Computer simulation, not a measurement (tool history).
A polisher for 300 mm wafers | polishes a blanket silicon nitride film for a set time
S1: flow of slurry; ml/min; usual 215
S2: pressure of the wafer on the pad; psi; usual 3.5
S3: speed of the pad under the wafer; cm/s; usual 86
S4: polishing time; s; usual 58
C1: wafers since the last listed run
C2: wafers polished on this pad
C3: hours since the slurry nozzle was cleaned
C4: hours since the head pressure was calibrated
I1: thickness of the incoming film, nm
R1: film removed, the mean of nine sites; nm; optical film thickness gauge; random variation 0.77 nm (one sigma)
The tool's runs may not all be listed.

run 1 hour=0 | S1=215 S2=3.5 S3=86 S4=67 | C1=0 C2=876 C3=71.2 C4=409.9 | I1=484.1 | R1=99
-- hour=30.8 worn pad replaced by a new one
run 2 hour=31.7 | S1=215 S2=3.5 S3=86 S4=58 | C1=368 C2=11 C3=102.9 C4=441.6 | I1=481.4 | R1=87.3
run 3 hour=44.2 | S1=215 S2=3.5 S3=92 S4=58 | C1=166 C2=178 C3=115.4 C4=454.1 | I1=480.8 | R1=91.3
run 4 hour=73.4 | S1=215 S2=3.5 S3=92 S4=58 | C1=388 C2=566 C3=144.6 C4=483.3 | I1=471.5 | R1=89.4
run 5 hour=93.6 | S1=215 S2=3.5 S3=86 S4=58 | C1=268 C2=835 C3=164.8 C4=503.5 | I1=480.1 | R1=85.7
-- hour=134.6 worn pad replaced by a new one
run 6 hour=150.5 | S1=215 S2=3.5 S3=86 S4=58 | C1=704 C2=212 C3=221.7 C4=560.4 | I1=481.7 | R1=84.8
-- hour=236.5 worn pad replaced by a new one, of another model than before
-- hour=236.8 slurry nozzle cleaned
run 7 hour=251.1 | S1=215 S2=3.5 S3=86 S4=58 | C1=1282 C2=190 C3=14.3 C4=661 | I1=483.2 | R1=86.1
run 8 hour=278.7 | S1=215 S2=4.1 S3=86 S4=58 | C1=367 C2=558 C3=41.9 C4=688.6 | I1=484.6 | R1=91.7
run 9 hour=297.7 | S1=215 S2=4.1 S3=86 S4=58 | C1=252 C2=811 C3=60.9 C4=707.6 | I1=478 | R1=93
run 10 hour=309.7 | S1=215 S2=2.4 S3=102 S4=58 | C1=159 C2=970 C3=72.9 C4=719.6 | I1=484.8 | R1=81
-- hour=320.2 head pressure recalibrated
run 11 hour=339.2 | S1=215 S2=3.5 S3=86 S4=58 | C1=366 C2=1336 C3=102.4 C4=19 | I1=486.6 | R1=84.8
-- hour=354.1 worn pad replaced by a new one
run 12 hour=361.9 | S1=215 S2=3.5 S3=100 S4=51 | C1=248 C2=104 C3=125.1 C4=41.7 | I1=480.8 | R1=82.9
run 13 hour=394.5 | S1=215 S2=3.5 S3=76 S4=38 | C1=433 C2=538 C3=157.7 C4=74.3 | I1=487.3 | R1=51.2
run 14 hour=426.2 | S1=250 S2=4.4 S3=70 S4=41 | C1=421 C2=959 C3=189.4 C4=106 | I1=473.4 | R1=60.6
run 15 hour=450.9 | S1=150 S2=2.4 S3=114 S4=58 | C1=328 C2=1288 C3=214.1 C4=130.7 | I1=481.1 | R1=82.1
-- hour=460 worn pad replaced by a new one
run 16 hour=477.7 | S1=175 S2=3.5 S3=86 S4=50 | C1=303 C2=235 C3=240.9 C4=157.5 | I1=488.2 | R1=72.3
-- hour=484.5 slurry nozzle cleaned
run 17 hour=511.5 | S1=215 S2=3.5 S3=86 S4=58 | C1=436 C2=672 C3=27 C4=191.3 | I1=476.1 | R1=85.2
run 18 hour=524.5 | S1=215 S2=3.5 S3=86 S4=50 | C1=173 C2=845 C3=40 C4=204.3 | I1=480.1 | R1=73.8
run 19 hour=544.1 | S1=215 S2=3.5 S3=86 S4=58 | C1=260 C2=1106 C3=59.6 C4=223.9 | I1=473.6 | R1=85.2

Some steps in R1 between neighbouring runs. How much of each would the tool show without its hidden state too (settings, what came in, random variation), and how much is left for the hidden state, with any gauge scatter that isn't in both results?
The hidden state here: removal rate lost through wear of the pad, %; slurry flow missing at the pad, %; deviation of the head's pressure from its setpoint, %.
Run 1 -> 2: S4 67 -> 58, worn pad replaced by a new one. R1 -11.7 nm: hidden state +2.8, all else -14.5.
Run 12 -> 13: S3 100 -> 76, S4 51 -> 38. R1 -31.7 nm: hidden state -0.3, all else -31.4.
